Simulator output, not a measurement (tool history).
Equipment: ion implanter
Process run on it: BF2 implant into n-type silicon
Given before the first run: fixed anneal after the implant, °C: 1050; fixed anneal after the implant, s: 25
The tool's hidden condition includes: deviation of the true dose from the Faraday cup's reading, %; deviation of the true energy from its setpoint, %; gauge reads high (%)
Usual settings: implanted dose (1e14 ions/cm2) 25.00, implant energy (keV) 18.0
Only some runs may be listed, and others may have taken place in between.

run,hour,implanted dose (1e14 ions/cm2),implant energy (keV),wafers since the last listed run,hours since the last dose calibration,hours since the extraction supply was calibrated,hours since the gauge calibration,"read-back reference wafer on the same gauge, sheet resistance",sheet resistance of the implanted and annealed layer (ohm/square)
1,0.0,25.00,18.0,0,696.1,3920.7,111.2,105.05,108.16
2,11.3,25.00,18.0,258,707.4,3932.0,122.5,104.99,108.09
3,17.9,20.42,16.0,150,714.0,3938.6,129.1,105.00,116.14
4,60.4,20.42,16.0,971,756.5,3981.1,171.6,105.03,116.11
5,101.6,20.42,16.0,941,797.7,4022.3,212.8,105.02,116.15
6,110.9,25.00,16.0,212,807.0,4031.6,222.1,104.96,111.39
7,121.4,25.00,16.0,240,817.5,4042.1,232.6,104.97,111.56
8,131.6,25.00,18.0,233,827.7,4052.3,242.8,104.99,108.36
9,138.3,25.00,18.0,153,834.4,4059.0,249.5,105.03,107.91
# hour 155.3: Faraday cup replaced and dose calibrated
10,155.8,25.00,18.0,217,0.5,4076.5,267.0,104.99,108.00
11,162.3,25.00,18.0,148,7.0,4083.0,273.5,104.96,108.07
12,170.8,25.00,18.0,194,15.5,4091.5,282.0,105.04,107.94
13,182.8,25.00,18.0,274,27.5,4103.5,294.0,105.01,108.26
14,200.1,25.00,18.0,395,44.8,4120.8,311.3,105.00,108.35
15,211.7,25.00,18.0,265,56.4,4132.4,322.9,105.01,107.89
16,223.4,25.00,18.0,267,68.1,4144.1,334.6,105.07,108.12
# hour 244.1: extraction supply calibrated
17,244.6,25.00,20.0,301,89.3,0.5,355.8,105.04,105.06
18,246.6,18.34,22.5,45,91.3,2.5,357.8,105.03,108.07
19,259.5,18.75,12.5,294,104.2,15.4,370.7,105.02,126.22
20,265.7,31.49,20.5,141,110.4,21.6,376.9,105.03,101.49
21,280.0,20.42,16.0,326,124.7,35.9,391.2,105.04,115.98
22,292.2,25.00,18.0,278,136.9,48.1,403.4,105.05,107.95
23,302.4,20.88,13.0,233,147.1,58.3,413.6,104.98,121.32
24,319.5,27.11,20.0,390,164.2,75.4,430.7,105.02,103.93
25,328.1,25.00,18.0,196,172.8,84.0,439.3,105.00,108.41
26,335.6,27.76,14.5,171,180.3,91.5,446.8,104.97,112.20
27,341.7,25.00,18.0,139,186.4,97.6,452.9,105.02,108.09
28,351.4,29.96,23.0,221,196.1,107.3,462.6,105.02,98.50
# hour 357.5: gauge calibrated
29,363.8,27.93,21.5,283,208.5,119.7,6.3,104.98,101.38
30,390.3,20.42,16.0,605,235.0,146.2,32.8,104.98,115.77
31,404.8,32.46,23.5,331,249.5,160.7,47.3,105.02,97.01
32,447.4,25.00,18.0,973,292.1,203.3,89.9,104.96,107.97
33,454.1,25.00,13.0,153,298.8,210.0,96.6,105.01,116.91

Each row is a separate what-if for the run after 33, all from the same tool condition, not one after another. Results?
A,454.5,25.00,18.0,9,299.2,210.4,97.0,?,?
B,454.5,27.65,18.0,9,299.2,210.4,97.0,?,?
C,454.5,32.49,14.0,9,299.2,210.4,97.0,?,?
D,454.5,22.13,22.5,9,299.2,210.4,97.0,?,?

run,"read-back reference wafer on the same gauge, sheet resistance",sheet resistance of the implanted and annealed layer (ohm/square)
A,104.98,108.12
B,104.98,106.55
C,104.98,110.98
D,104.98,103.56
Without the tool's unlogged condition, the same runs would have read:
run,sheet resistance of the implanted and annealed layer (ohm/square)
A,108.12
B,106.55
C,110.98
D,103.56
